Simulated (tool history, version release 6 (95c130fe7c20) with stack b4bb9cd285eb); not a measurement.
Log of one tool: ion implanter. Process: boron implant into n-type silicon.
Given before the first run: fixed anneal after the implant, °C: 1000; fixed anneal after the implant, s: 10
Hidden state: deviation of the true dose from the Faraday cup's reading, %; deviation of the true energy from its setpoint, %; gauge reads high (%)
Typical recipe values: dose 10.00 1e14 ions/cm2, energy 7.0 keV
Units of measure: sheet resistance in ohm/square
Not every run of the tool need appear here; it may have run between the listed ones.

run	hour	dose	energy	wafers since the last listed run	hours since the last dose calibration	hours since the extraction supply was calibrated	hours since the gauge calibration	read-back reference wafer on the same gauge, sheet resistance	sheet resistance
1	0.0	10.00	5.5	0	806.2	764.7	1938.8	196.27	185.31
# hour 19.1: Faraday cup replaced and dose calibrated
2	167.2	10.00	5.5	2162	148.1	931.9	2106.0	196.18	184.79
3	243.7	8.26	7.0	1039	224.6	1008.4	2182.5	196.26	185.75
4	307.0	8.26	7.0	860	287.9	1071.7	2245.8	195.93	185.00
5	414.1	10.00	7.0	1455	395.0	1178.8	2352.9	195.69	169.72
6	497.0	10.00	7.0	1126	477.9	1261.7	2435.8	195.84	169.34
7	544.8	10.00	7.0	649	525.7	1309.5	2483.6	196.08	168.64
8	635.2	12.13	7.0	1228	616.1	1399.9	2574.0	196.26	157.70
9	724.7	12.13	7.0	1215	705.6	1489.4	2663.5	196.09	157.17
10	791.1	10.00	7.0	902	772.0	1555.8	2729.9	195.79	170.00
11	844.4	10.00	7.0	724	825.3	1609.1	2783.2	195.86	169.65
12	1004.2	10.00	7.0	2171	985.1	1768.9	2943.0	196.34	169.10
# hour 1041.5: Faraday cup replaced and dose calibrated
13	1084.8	10.00	7.0	986	43.3	1849.5	3023.6	195.87	169.59
14	1160.4	12.33	7.0	1027	118.9	1925.1	3099.2	195.97	156.27
15	1231.4	12.33	7.0	964	189.9	1996.1	3170.2	196.26	155.76
16	1400.4	10.00	7.0	2296	358.9	2165.1	3339.2	195.84	169.47
17	1459.1	10.00	7.0	797	417.6	2223.8	3397.9	196.26	168.34
# hour 1467.3: gauge calibrated
18	1556.4	10.00	7.0	1321	514.9	2321.1	89.1	196.09	169.97
19	1826.6	11.98	6.5	3671	785.1	2591.3	359.3	195.78	162.84
# hour 1904.9: Faraday cup replaced and dose calibrated
# hour 2110.4: extraction supply calibrated
20	2140.3	7.34	9.5	4044	235.4	29.9	673.0	195.98	186.69
21	2203.1	10.00	8.0	853	298.2	92.7	735.8	195.41	161.47
22	2275.7	10.78	5.0	986	370.8	165.3	808.4	195.64	192.50
23	2344.4	9.01	9.0	933	439.5	234.0	877.1	195.96	165.65
24	2430.6	10.00	8.5	1171	525.7	320.2	963.3	195.82	160.47
25	2470.1	8.66	8.5	536	565.2	359.7	1002.8	195.81	171.54
26	2532.3	8.43	5.5	845	627.4	421.9	1065.0	195.90	201.64
# hour 2584.9: extraction supply calibrated, repeated, since the last time left the tool worse
27	2585.4	7.80	7.0	612	680.5	0.5	1118.1	196.24	189.18
28	2656.7	10.00	8.0	968	751.8	71.8	1189.4	196.17	160.11
29	2726.0	8.97	9.0	941	821.1	141.1	1258.7	195.75	164.12
# hour 2758.0: Faraday cup replaced and dose calibrated
30	2823.4	7.51	7.0	1214	65.4	238.5	1356.1	196.16	193.11
31	2904.7	9.19	6.0	1104	146.7	319.8	1437.4	196.12	184.05
32	2944.8	12.16	5.0	544	186.8	359.9	1477.5	196.11	183.41
33	3052.5	8.10	5.5	1463	294.5	467.6	1585.2	196.05	201.48

Hidden state or all else? Some run-to-run changes of sheet resistance, split into what the settings, what came in and random variation would give without the hidden state, and what is left for the hidden state (with any gauge scatter that isn't in both results):
Run 21 -> 22: dose 10.00 -> 10.78, energy 8.0 -> 5.0. sheet resistance +31.03 ohm/square: hidden state +2.02, all else +29.01.
Run 22 -> 23: dose 10.78 -> 9.01, energy 5.0 -> 9.0. sheet resistance -26.85 ohm/square: hidden state -2.36, all else -24.49.
Run 25 -> 26: dose 8.66 -> 8.43, energy 8.5 -> 5.5. sheet resistance +30.10 ohm/square: hidden state +2.04, all else +28.06.
Run 26 -> 27: dose 8.43 -> 7.80, energy 5.5 -> 7.0, extraction supply calibrated, repeated, since the last time left the tool worse. sheet resistance -12.46 ohm/square: hidden state -4.14, all else -8.32.
Run 27 -> 28: dose 7.80 -> 10.00, energy 7.0 -> 8.0. sheet resistance -29.07 ohm/square: hidden state +0.10, all else -29.17.
